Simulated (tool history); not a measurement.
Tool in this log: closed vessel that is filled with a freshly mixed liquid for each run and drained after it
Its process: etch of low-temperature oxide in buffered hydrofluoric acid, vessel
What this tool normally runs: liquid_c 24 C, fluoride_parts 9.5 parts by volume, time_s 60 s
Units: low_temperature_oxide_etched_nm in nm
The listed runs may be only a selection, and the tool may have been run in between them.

| run | hour | liquid_c | fluoride_parts | time_s | wafers since the last listed run | hours since the thermometer was replaced | hours since the hydrofluoric acid flow meter was replaced | hours since the gauge calibration | read-back film thickness of the low-temperature oxide reference wafer, read on the same gauge (nm) | low_temperature_oxide_etched_nm |
|---|---|---|---|---|---|---|---|---|---|---|
| 1 | 0 | 24 | 7.5 | 60 | 0 | 1044.7 | 1197.3 | 1817.4 | 143.91 | 387.88 |
| 2 | 105.3 | 24 | 7.5 | 60 | 7971 | 1150 | 1302.6 | 1922.7 | 143.96 | 388.69 |
| 3 | 159 | 24 | 9.5 | 45 | 4065 | 1203.7 | 1356.3 | 1976.4 | 143.97 | 231.46 |
| 4 | 215.2 | 24 | 9.5 | 45 | 4254 | 1259.9 | 1412.5 | 2032.6 | 144 | 231.02 |
| 5 | 263.6 | 24 | 9.5 | 45 | 3664 | 1308.3 | 1460.9 | 2081 | 143.99 | 231.17 |
| 6 | 317.5 | 24 | 9.5 | 60 | 4080 | 1362.2 | 1514.8 | 2134.9 | 144.04 | 310.39 |
| 7 | 354.3 | 24 | 9.5 | 60 | 2785 | 1399 | 1551.6 | 2171.7 | 144.05 | 308.9 |
| 8 | 454.4 | 24 | 9.5 | 60 | 7578 | 1499.1 | 1651.7 | 2271.8 | 144.1 | 310.04 |
| 9 | 507.1 | 24 | 9.5 | 60 | 3989 | 1551.8 | 1704.4 | 2324.5 | 144.07 | 311.05 |
| 10 | 552.4 | 24 | 9.5 | 60 | 3429 | 1597.1 | 1749.7 | 2369.8 | 144.1 | 309.02 |
|  | 553.2 | gauge calibrated |
|  | 562.1 | hydrofluoric acid flow meter replaced |
| 11 | 629.5 | 24 | 9.5 | 60 | 5761 | 1674.2 | 67.4 | 76.3 | 139.86 | 300 |
| 12 | 669.8 | 24 | 9.5 | 60 | 3050 | 1714.5 | 107.7 | 116.6 | 140.02 | 301.93 |
| 13 | 734.5 | 24 | 7 | 60 | 4898 | 1779.2 | 172.4 | 181.3 | 140.32 | 409.2 |
| 14 | 793.1 | 24 | 12 | 60 | 4436 | 1837.8 | 231 | 239.9 | 140.57 | 245.86 |
| 15 | 844.9 | 24 | 12 | 60 | 3921 | 1889.6 | 282.8 | 291.7 | 140.7 | 244.94 |
| 16 | 888.2 | 24 | 8 | 85 | 3278 | 1932.9 | 326.1 | 335 | 140.89 | 502.81 |
| 17 | 954.3 | 21.5 | 9.5 | 50 | 5004 | 1999 | 392.2 | 401.1 | 141.12 | 220.8 |
|  | 1021.5 | thermometer replaced |
| 18 | 1022 | 24 | 10.5 | 40 | 5049 | 0.5 | 459.9 | 468.8 | 141.29 | 187.91 |
| 19 | 1312.4 | 22.5 | 13 | 60 | 21984 | 290.9 | 750.3 | 759.2 | 141.96 | 210.75 |
| 20 | 1360.8 | 28.5 | 12.5 | 70 | 3664 | 339.3 | 798.7 | 807.6 | 142.08 | 353.22 |
| 21 | 1417.4 | 24 | 9.5 | 60 | 4284 | 395.9 | 855.3 | 864.2 | 142.2 | 307.08 |
| 22 | 1454.6 | 24 | 9.5 | 60 | 2816 | 433.1 | 892.5 | 901.4 | 142.24 | 307.41 |
| 23 | 1505.7 | 22.5 | 8 | 95 | 3868 | 484.2 | 943.6 | 952.5 | 142.3 | 524.81 |
| 24 | 1583.7 | 20 | 11.5 | 40 | 5905 | 562.2 | 1021.6 | 1030.5 | 142.44 | 138.11 |
| 25 | 1640.2 | 24 | 9.5 | 45 | 4277 | 618.7 | 1078.1 | 1087 | 142.51 | 230.76 |
| 26 | 1677.4 | 26 | 12.5 | 40 | 2816 | 655.9 | 1115.3 | 1124.2 | 142.55 | 178.19 |
| 27 | 1777.4 | 24 | 6 | 60 | 7570 | 755.9 | 1215.3 | 1224.2 | 142.68 | 479.68 |
| 28 | 1814.8 | 24 | 11 | 45 | 2831 | 793.3 | 1252.7 | 1261.6 | 142.72 | 203.08 |

The next listed run, before its measurement:
| 29 | 1861.3 | 24 | 9.5 | 60 | 3520 | 839.8 | 1299.2 | 1308.1 | ? | ? |

{"run 29": {"read-back film thickness of the low-temperature oxide reference wafer, read on the same gauge (nm)": 142.81, "low_temperature_oxide_etched_nm": 307.24}}
If the tool had no hidden condition, the same run with the same run-to-run variation would have returned low_temperature_oxide_etched_nm 301.28 nm.

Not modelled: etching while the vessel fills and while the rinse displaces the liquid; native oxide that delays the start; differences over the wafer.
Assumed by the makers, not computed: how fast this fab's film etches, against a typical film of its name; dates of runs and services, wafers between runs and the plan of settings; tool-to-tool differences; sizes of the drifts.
